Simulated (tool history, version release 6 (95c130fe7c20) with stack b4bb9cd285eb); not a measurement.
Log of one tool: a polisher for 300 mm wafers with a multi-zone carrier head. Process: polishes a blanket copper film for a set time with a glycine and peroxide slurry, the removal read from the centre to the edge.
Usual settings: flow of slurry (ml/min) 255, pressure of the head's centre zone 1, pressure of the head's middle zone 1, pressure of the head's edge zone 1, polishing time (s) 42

| run | hour | flow of slurry (ml/min) | pressure of the head's centre zone | pressure of the head's middle zone | pressure of the head's edge zone | polishing time (s) | wafers since the last listed run | wafers polished on this pad | hours since the slurry nozzle was cleaned | hours since the centre zone pressure was calibrated | hours since the edge zone pressure was calibrated | hours since the carrier head's membrane was replaced | incoming thickness of the incoming film, nm | film removed at the wafer's centre (Å) | film removed at mid-radius (Å) | film removed at the wafer's edge (Å) |
|---|---|---|---|---|---|---|---|---|---|---|---|---|---|---|---|---|
| 1 | 0 | 255 | 1 | 1 | 1 | 42 | 0 | 354 | 403.7 | 500.9 | 305.6 | 511.4 | 1372.7 | 2084 | 2075 | 2264 |
| 2 | 9.6 | 255 | 1 | 1 | 1 | 42 | 85 | 439 | 413.3 | 510.5 | 315.2 | 521 | 1361 | 2153 | 2105 | 2184 |
|  | 22.2 | slurry nozzle cleaned |
| 3 | 27.6 | 255 | 0.9 | 1 | 0.96 | 46 | 151 | 590 | 5.4 | 528.5 | 333.2 | 539 | 1351.9 | 2272 | 2524 | 2455 |
| 4 | 38.4 | 255 | 1 | 1 | 1 | 42 | 96 | 686 | 16.2 | 539.3 | 344 | 549.8 | 1347.9 | 2283 | 2226 | 2312 |
| 5 | 53.6 | 325 | 1 | 1 | 1.09 | 42 | 135 | 822 | 31.4 | 554.5 | 359.2 | 565 | 1370.4 | 2388 | 2313 | 2484 |
| 6 | 63.5 | 255 | 1 | 1.08 | 1 | 42 | 88 | 910 | 41.3 | 564.4 | 369.1 | 574.9 | 1349 | 2276 | 2423 | 2276 |
| 7 | 77.5 | 255 | 1.09 | 1 | 1 | 27 | 124 | 1034 | 55.3 | 578.4 | 383.1 | 588.9 | 1355.1 | 1594 | 1442 | 1489 |
| 8 | 93.3 | 255 | 1 | 0.92 | 1 | 42 | 140 | 1175 | 71.1 | 594.2 | 398.9 | 604.7 | 1342.3 | 2239 | 2107 | 2262 |
| 9 | 107.3 | 255 | 1 | 1 | 1 | 42 | 124 | 1299 | 85.1 | 608.2 | 412.9 | 618.7 | 1367.7 | 2262 | 2229 | 2268 |
|  | 110.7 | edge zone pressure recalibrated |
| 10 | 119.9 | 255 | 1 | 1.07 | 1 | 42 | 94 | 1394 | 97.7 | 620.8 | 9.2 | 631.3 | 1341.5 | 2230 | 2324 | 2295 |
|  | 127.8 | worn pad replaced by a new one |
| 11 | 130 | 255 | 1 | 1 | 1 | 47 | 54 | 19 | 107.8 | 630.9 | 19.3 | 641.4 | 1375.2 | 2492 | 2473 | 2550 |
| 12 | 143.3 | 255 | 0.96 | 1.12 | 1 | 42 | 118 | 137 | 121.1 | 644.2 | 32.6 | 654.7 | 1364.3 | 2162 | 2454 | 2293 |
|  | 147.3 | centre zone pressure recalibrated |
|  | 156.1 | carrier head's membrane replaced by a new one |
| 13 | 156.6 | 255 | 1 | 1.05 | 1 | 42 | 56 | 193 | 134.4 | 9.3 | 45.9 | 0.5 | 1381.6 | 2238 | 2334 | 2247 |
| 14 | 158.9 | 255 | 0.88 | 1.06 | 1.06 | 48 | 20 | 214 | 136.7 | 11.6 | 48.2 | 2.8 | 1345.4 | 2232 | 2663 | 2590 |

Forecast run 15:
| 15 | 174.1 | 255 | 1 | 1 | 1 | 54 | 135 | 349 | 151.9 | 26.8 | 63.4 | 18 | 1380.4 | ? | ? | ? |

film removed at the wafer's centre (Å): 2828
film removed at mid-radius (Å): 2824
film removed at the wafer's edge (Å): 2858
If the tool had no hidden condition, the same run with the same run-to-run variation would have returned film removed at the wafer's centre (Å) 2958, film removed at mid-radius (Å) 2940, film removed at the wafer's edge (Å) 2945.
